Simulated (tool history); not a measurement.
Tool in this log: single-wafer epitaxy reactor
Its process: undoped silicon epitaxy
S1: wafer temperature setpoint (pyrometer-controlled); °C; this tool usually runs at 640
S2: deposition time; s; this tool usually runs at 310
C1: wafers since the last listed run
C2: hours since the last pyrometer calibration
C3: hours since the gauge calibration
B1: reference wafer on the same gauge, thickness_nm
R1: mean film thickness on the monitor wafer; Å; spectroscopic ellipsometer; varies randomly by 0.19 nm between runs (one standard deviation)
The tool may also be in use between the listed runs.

run	day	S1	S2	C1	C2	C3	B1	R1
1	0	640	310	0	868	389.8	34.362	432.87
2	0.671	640	310	54	884.1	405.9	34.35	433.3
3	2.638	640	263	161	931.3	453.1	34.272	363.88
4	3.438	640	263	65	950.5	472.3	34.262	364.8
5	4.354	640	310	75	972.5	494.3	34.242	424.68
6	5.242	640	310	72	993.8	515.6	34.182	427.61
7	6.167	640	310	75	1016	537.8	34.181	425.92
8	7.108	640	310	77	1038.6	560.4	34.119	425.09
9	8.175	640	310	87	1064.2	586	34.1	426.94
10	9.671	640	310	122	1100.1	621.9	34.052	422.83
11	10.483	640	310	66	1119.6	641.4	34.015	423.54
12	11.529	640	310	85	1144.7	666.5	33.961	422.28
13	12.788	643	310	103	1174.9	696.7	33.957	451.15
14	13.588	643	310	65	1194.1	715.9	33.913	449.01
15	14.671	640	353	88	1220.1	741.9	33.897	483.87
16	15.817	640	353	93	1247.6	769.4	33.843	480.67
17	16.879	640	341	87	1273.1	794.9	33.793	460.96
18	17.671	640	341	64	1292.1	813.9	33.797	462.94
19	18.567	636	310	73	1313.6	835.4	33.775	391.28
20	19.162	637	297	48	1327.9	849.7	33.729	380.43
21	20.55	637	297	113	1361.2	883	33.691	380.84
22	21.188	653	335	52	1376.5	898.3	33.677	583.63
23	22.112	640	353	75	1398.7	920.5	33.634	477.28
24	22.9	640	310	64	1417.6	939.4	33.643	416.95
25	23.562	647	286	54	1433.5	955.3	33.581	444.18
# day 24.271: pyrometer calibrated
26	24.788	629	273	73	12.4	984.7	33.551	297.4
27	25.692	635	360	74	34.1	1006.4	33.517	438.52
28	26.558	649	288	71	54.9	1027.2	33.477	464.6
29	27.8	640	310	101	84.7	1057	33.443	419.08
# day 27.858: gauge calibrated
30	28.912	640	286	91	111.4	25.3	35.011	405.29
31	30.3	632	250	113	144.7	58.6	34.935	299.66
32	31.788	651	310	121	180.4	94.3	34.911	541.21
33	33.258	640	310	120	215.7	129.6	34.854	432.51
34	33.796	625	310	44	228.6	142.5	34.863	321.61
35	34.85	625	310	86	253.9	167.8	34.813	322.26
36	36.038	633	370	97	282.4	196.3	34.761	449.81
37	36.762	640	310	59	299.8	213.7	34.74	437.22
38	37.779	625	289	83	324.2	238.1	34.707	300.3
39	38.362	626	288	47	338.2	252.1	34.692	304.88
40	39.696	647	289	109	370.2	284.1	34.67	460.8
41	41.525	640	310	149	414.1	328	34.568	431.93
42	42.408	653	283	72	435.3	349.2	34.519	503.08
43	43.5	649	249	89	461.5	375.4	34.525	410.41

Alternative continuations, all from the tool just after run 43; predict every row:
A	43.521	645	310	1	462	375.9	?	?
B	43.521	644	355	1	462	375.9	?	?
C	43.521	646	274	1	462	375.9	?	?

run	B1	R1
A	34.504	477.67
B	34.504	536.49
C	34.504	430.47
Had the tool no hidden state, the same runs would have come out as:
run	R1
A	484.39
B	544.04
C	436.52

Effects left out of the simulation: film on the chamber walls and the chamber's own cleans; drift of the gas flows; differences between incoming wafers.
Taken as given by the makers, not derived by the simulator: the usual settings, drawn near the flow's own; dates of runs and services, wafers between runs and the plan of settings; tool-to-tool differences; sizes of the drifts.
